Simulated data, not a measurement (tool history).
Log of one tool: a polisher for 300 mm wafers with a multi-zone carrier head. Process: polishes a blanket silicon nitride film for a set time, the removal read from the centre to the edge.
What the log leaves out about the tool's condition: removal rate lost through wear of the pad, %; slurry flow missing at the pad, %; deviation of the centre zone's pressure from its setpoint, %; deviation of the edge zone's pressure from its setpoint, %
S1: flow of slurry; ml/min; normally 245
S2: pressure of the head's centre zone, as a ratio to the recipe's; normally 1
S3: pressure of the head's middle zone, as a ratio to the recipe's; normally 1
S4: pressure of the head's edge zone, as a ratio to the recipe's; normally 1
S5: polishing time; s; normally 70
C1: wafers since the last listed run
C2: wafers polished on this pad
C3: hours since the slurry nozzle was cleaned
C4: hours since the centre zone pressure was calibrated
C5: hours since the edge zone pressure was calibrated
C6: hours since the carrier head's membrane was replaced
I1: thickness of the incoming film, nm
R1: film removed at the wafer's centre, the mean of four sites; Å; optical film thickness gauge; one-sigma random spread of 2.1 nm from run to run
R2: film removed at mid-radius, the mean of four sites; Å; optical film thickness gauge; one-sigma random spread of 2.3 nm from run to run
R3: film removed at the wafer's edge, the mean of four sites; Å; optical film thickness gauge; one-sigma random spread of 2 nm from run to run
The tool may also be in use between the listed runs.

run    hour   S1    S2    S3    S4  S5   C1    C2     C3     C4      C5      C6     I1    R1    R2    R3
  1       0  245     1     1     1  70    0   340   50.6   36.5   929.1  1007.7  892.8  1588  1642  1628
  2    42.1  245     1     1     1  70  296   636   92.7   78.6   971.2  1049.8  909.3  1567  1606  1621
  3    78.7  245     1     1     1  70  257   893  129.3  115.2  1007.8  1086.4  920.4  1508  1621  1650
  4   148.5  195     1  1.06     1  70  491  1385  199.1    185  1077.6  1156.2  901.5  1418  1629  1565
      190.7  -- worn pad replaced by a new one
  5   212.4  195     1  1.06     1  70  421   153    263  248.9  1141.5  1220.1  914.4  1356  1597  1588
  6   237.6  285     1     1     1  70  177   330  288.2  274.1  1166.7  1245.3  916.7  1498  1655  1652
  7   300.6  275  0.96     1     1  70  443   773  351.2  337.1  1229.7  1308.3  921.2  1385  1641  1621
  8   368.4  245     1     1     1  70  477  1250    419  404.9  1297.5  1376.1  910.3  1421  1555  1603
      373.2  -- edge zone pressure recalibrated
      402.1  -- centre zone pressure recalibrated
      408.9  -- worn pad replaced by a new one
      515.4  -- carrier head's membrane replaced by a new one
  9   519.5  245     1     1     1  70  971   743  570.1  117.4   146.3     4.1  906.3  1459  1552  1556
 10   586.2  245     1     1     1  70  469  1212  636.8  184.1     213    70.8  914.1  1398  1527  1570
      618.6  -- worn pad replaced by a new one
 11   630.6  245     1     1     1  70  284    84  681.2  228.5   257.4   115.2  904.4  1358  1526  1568
 12   662.4  270  1.08  1.06  1.11  70  223   308    713  260.3   289.2     147  912.8  1509  1594  1625
      680.8  -- slurry nozzle cleaned
 13   723.6  300     1     1     1  56  423   731   42.8  321.5   350.4   208.2  922.8  1240  1307  1317
 14   769.3  245  1.11  1.09     1  70  321  1053   88.5  367.2   396.1   253.9  893.9  1583  1723  1597
      801.1  -- centre zone pressure recalibrated
      817.6  -- worn pad replaced by a new one
 15   827.3  245  1.08     1     1  70  365    68  146.5   26.2   454.1   311.9  915.3  1726  1614  1616
 16   873.6  305     1     1     1  52  325   393  192.8   72.5   500.4   358.2  927.8  1174  1209  1220
 17   904.6  245     1     1     1  70  218   612  223.8  103.5   531.4   389.2  900.1  1515  1624  1619
 18     976  245     1     1  1.12  70  502  1114  295.2  174.9   602.8   460.6  900.8  1454  1583  1685
     1023.1  -- worn pad replaced by a new one
 19  1035.9  245  0.89     1     1  70  393    90  355.1  234.8   662.7   520.5  917.5  1310  1538  1566
 20  1087.2  280     1     1     1  50  361   451  406.4  286.1     714   571.8  914.7  1035  1135  1140

Predict each of these 4 candidate next runs independently; none follows another, all start after run 20:
  A  1087.7  245   1     1     1  70   3  454  406.9  286.6  714.5  572.3  915.4   ?   ?   ?
  B  1087.7  270   1   1.1     1  70   3  454  406.9  286.6  714.5  572.3  915.4   ?   ?   ?
  C  1087.7  245   1     1  0.92  70   3  454  406.9  286.6  714.5  572.3  915.4   ?   ?   ?
  D  1087.7  245   1  1.11     1  47   3  454  406.9  286.6  714.5  572.3  915.4   ?   ?   ?

run    R1    R2    R3
  A  1421  1551  1556
  B  1447  1683  1573
  C  1421  1551  1496
  D   954  1119  1043
Without the tool's unlogged condition, the same runs would have read:
run    R1    R2    R3
  A  1621  1617  1606
  B  1644  1748  1619
  C  1621  1618  1544
  D  1089  1167  1077
